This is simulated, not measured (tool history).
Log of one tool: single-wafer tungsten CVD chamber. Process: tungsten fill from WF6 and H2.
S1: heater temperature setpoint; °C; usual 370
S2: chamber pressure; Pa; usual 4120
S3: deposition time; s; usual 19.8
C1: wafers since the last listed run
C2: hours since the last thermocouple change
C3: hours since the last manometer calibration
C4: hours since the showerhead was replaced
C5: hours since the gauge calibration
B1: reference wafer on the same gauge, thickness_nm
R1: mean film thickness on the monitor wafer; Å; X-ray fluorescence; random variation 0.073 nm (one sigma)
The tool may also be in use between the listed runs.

run	hour	S1	S2	S3	C1	C2	C3	C4	C5	B1	R1
1	0	366	4120	19.8	0	1740.5	1690.9	5795.3	419.2	33.097	275.31
2	105.5	366	4120	19.8	2505	1846	1796.4	5900.8	524.7	33.107	275.35
3	155	370	4426	19.8	1175	1895.5	1845.9	5950.3	574.2	33.104	312.18
4	284.7	370	4426	19.8	3080	2025.2	1975.6	6080	703.9	33.111	311.08
5	356	370	3520	19.8	1693	2096.5	2046.9	6151.3	775.2	33.099	270.31
6	395.7	370	3520	19.8	942	2136.2	2086.6	6191	814.9	33.1	270.5
7	486.2	370	4120	19.8	2149	2226.7	2177.1	6281.5	905.4	33.089	300.02
8	543.1	370	4120	19.8	1351	2283.6	2234	6338.4	962.3	33.1	300.48
9	622.8	370	4120	19.8	1893	2363.3	2313.7	6418.1	1042	33.099	301.6
10	827.5	370	4120	19.8	4862	2568	2518.4	6622.8	1246.7	33.085	301.05
# hour 869.9: thermocouple changed; heater temperature recalibrated
11	929.9	370	4120	19.8	2242	60	2620.8	6725.2	1349.1	33.095	295.75
12	1037.6	370	4120	19.8	2558	167.7	2728.5	6832.9	1456.8	33.097	296.8
# hour 1091: showerhead replaced
13	1102.4	370	3426	19.8	1349	232.5	2793.3	11.4	1521.6	33.098	263.48
14	1149.4	370	3466	17.9	1116	279.5	2840.3	58.4	1568.6	33.094	239.08
# hour 1210: gauge calibrated
15	1230.4	379	3826	16.9	1923	360.5	2921.3	139.4	20.4	33.101	284.64
# hour 1261.8: capacitance manometer re-zeroed and calibrated
16	1308.4	380	4386	16.8	1662	438.5	46.6	217.4	98.4	33.091	303.49
17	1350.6	383	4653	22.4	1002	480.7	88.8	259.6	140.6	33.105	445.49
18	1438.9	370	4120	19.8	2097	569	177.1	347.9	228.9	33.099	288.31
19	1487.5	370	4120	19.8	1154	617.6	225.7	396.5	277.5	33.111	288.88
20	1574.1	377	4573	16.2	2056	704.2	312.3	483.1	364.1	33.114	287.23
21	1640.3	370	4120	19.8	1572	770.4	378.5	549.3	430.3	33.103	290.94
22	1684.5	370	4120	19.8	1049	814.6	422.7	593.5	474.5	33.099	291.36
23	1931.9	370	4800	21	5876	1062	670.1	840.9	721.9	33.082	342.06
24	2032	378	4693	23.5	2377	1162.1	770.2	941	822	33.101	437.79
25	2134.7	361	4866	23.3	2439	1264.8	872.9	1043.7	924.7	33.106	321.16
26	2238	382	4120	23.6	2453	1368.1	976.2	1147	1028	33.095	436.1

5 ways to go on from here, each from the tool as it stands after run 26. What would each give?
A	2238.4	370	3306	19.8	9	1368.5	976.6	1147.4	1028.4	?	?
B	2238.4	356	4986	22.9	9	1368.5	976.6	1147.4	1028.4	?	?
C	2238.4	370	4920	21.1	9	1368.5	976.6	1147.4	1028.4	?	?
D	2238.4	383	4120	19.8	9	1368.5	976.6	1147.4	1028.4	?	?
E	2238.4	370	3786	19.8	9	1368.5	976.6	1147.4	1028.4	?	?

run	B1	R1
A	33.106	255.14
B	33.106	293.75
C	33.106	350.79
D	33.106	373.96
E	33.106	279.72
Without the tool's hidden state the same runs would have given:
run	R1
A	247.74
B	285.53
C	341
D	363.42
E	271.7

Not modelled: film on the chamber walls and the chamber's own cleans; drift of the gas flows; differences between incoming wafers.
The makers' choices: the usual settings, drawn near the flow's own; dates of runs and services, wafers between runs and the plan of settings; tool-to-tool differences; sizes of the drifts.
